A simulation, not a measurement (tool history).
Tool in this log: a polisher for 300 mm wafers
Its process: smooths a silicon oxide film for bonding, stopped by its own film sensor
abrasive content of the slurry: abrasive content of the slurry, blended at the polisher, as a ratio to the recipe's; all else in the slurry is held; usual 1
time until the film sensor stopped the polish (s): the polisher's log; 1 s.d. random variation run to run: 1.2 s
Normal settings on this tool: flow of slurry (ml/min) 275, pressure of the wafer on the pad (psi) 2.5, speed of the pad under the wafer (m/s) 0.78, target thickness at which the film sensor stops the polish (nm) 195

run   hour  flow of slurry (ml/min)  pressure of the wafer on the pad (psi)  speed of the pad under the wafer (m/s)  abrasive content of the slurry  target thickness at which the film sensor stops the polish (nm)  wafers since the last listed run  wafers polished on this pad  hours since the slurry nozzle was cleaned  hours since the head pressure was calibrated  hours since the slurry blender was calibrated  incoming thickness of the incoming film, nm  time until the film sensor stopped the polish (s)
  1      0                      275                                     2.3                                    0.78                               1                                                              195                                 0                          401                                      587.7                                         913.6                                          135.4                                        249.7                                                 83
  2   17.3                      275                                     2.5                                    0.78                               1                                                              195                               136                          538                                        605                                         930.9                                          152.7                                        249.5                                               81.4
  3   35.8                      275                                       2                                    0.94                               1                                                              195                               146                          684                                      623.5                                         949.4                                          171.2                                        247.8                                               82.5
  4   71.7                      275                                     2.5                                    0.78                               1                                                              195                               284                          968                                      659.4                                         985.3                                          207.1                                        252.9                                               86.2
     102.6  -- slurry blender recalibrated
  5  103.1                      275                                     2.5                                    0.78                               1                                                              195                               232                         1201                                      690.8                                        1016.7                                            0.5                                        250.7                                               82.8
  6  126.8                      275                                     2.5                                    0.78                               1                                                              195                               187                         1389                                      714.5                                        1040.4                                           24.2                                        247.1                                               78.4
     144.7  -- worn pad replaced by a new one
  7  145.2                      235                                     2.5                                    0.78                               1                                                              195                               113                            3                                      732.9                                        1058.8                                           42.6                                        246.6                                               69.8
  8    173                      275                                     2.5                                    0.78                               1                                                              195                               219                          223                                      760.7                                        1086.6                                           70.4                                        252.6                                               79.6
  9  191.9                      275                                     2.5                                    0.78                               1                                                              195                               149                          373                                      779.6                                        1105.5                                           89.3                                        251.8                                               80.5
     202.6  -- head pressure recalibrated
 10  207.8                      275                                     2.5                                    0.92                               1                                                              195                               109                          483                                      795.5                                           5.2                                          105.2                                        248.5                                               69.2
 11  220.8                      275                                     2.9                                    0.66                            1.25                                                              213                               102                          586                                      808.5                                          18.2                                          118.2                                        250.5                                                 49
     255.5  -- slurry nozzle cleaned
 12    256                      360                                     2.5                                    0.78                               1                                                              195                               270                          856                                        0.5                                          53.4                                          153.4                                        249.2                                               79.4
 13    273                      275                                     2.5                                    0.78                               1                                                              195                               134                          991                                       17.5                                          70.4                                          170.4                                        247.4                                               77.5
     298.7  -- worn pad replaced by a new one
 14  303.8                      275                                     2.5                                    0.78                               1                                                              195                               212                           40                                       48.3                                         101.2                                          201.2                                        252.7                                               79.1
 15  327.9                      275                                     2.1                                    0.78                               1                                                              188                               190                          231                                       72.4                                         125.3                                          225.3                                          251                                              102.6
 16  355.6                      195                                     2.8                                    0.64                               1                                                              195                               219                          450                                      100.1                                           153                                            253                                        246.3                                               83.5
     362.6  -- slurry blender recalibrated
 17  371.6                      275                                     2.3                                    0.78                               1                                                              195                               110                          561                                      116.1                                           169                                              9                                        249.2                                               85.1
 18  401.7                      275                                     3.3                                    0.78                             0.7                                                              195                               238                          799                                      146.2                                         199.1                                           39.1                                        250.2                                               80.1
 19  428.2                      275                                     2.5                                    0.78                             1.1                                                              195                               209                         1009                                      172.7                                         225.6                                           65.6                                        251.6                                               80.8
 20  459.6                      275                                     2.5                                    0.78                            1.25                                                              195                               248                         1257                                      204.1                                           257                                             97                                        249.6                                               73.3
     483.1  -- worn pad replaced by a new one
 21  483.6                      275                                     2.5                                    0.78                               1                                                              195                               158                            4                                      228.1                                           281                                            121                                        249.7                                               74.3

Hidden state or all else? Some run-to-run changes of time until the film sensor stopped the polish (s), split into what the settings, what came in and random variation would give without the hidden state, and what is left for the hidden state (with any gauge scatter that isn't in both results):
What the log doesn't record here: removal rate lost through wear of the pad, %; slurry flow missing at the pad, %; deviation of the head's pressure from its setpoint, %; abrasive missing from the slurry, %.
Run 6 -> 7: flow of slurry (ml/min) 275 -> 235, worn pad replaced by a new one. time until the film sensor stopped the polish (s) -8.6: hidden state -8.9, all else +0.3.
Run 11 -> 12: flow of slurry (ml/min) 275 -> 360, pressure of the wafer on the pad (psi) 2.9 -> 2.5, speed of the pad under the wafer (m/s) 0.66 -> 0.78, abrasive content of the slurry 1.25 -> 1, target thickness at which the film sensor stops the polish (nm) 213 -> 195, slurry nozzle cleaned. time until the film sensor stopped the polish (s) +30.4: hidden state +4.3, all else +26.1.
Run 14 -> 15: pressure of the wafer on the pad (psi) 2.5 -> 2.1, target thickness at which the film sensor stops the polish (nm) 195 -> 188. time until the film sensor stopped the polish (s) +23.5: hidden state +4.6, all else +18.9.
Run 20 -> 21: abrasive content of the slurry 1.25 -> 1, worn pad replaced by a new one. time until the film sensor stopped the polish (s) +1: hidden state -8.4, all else +9.4.
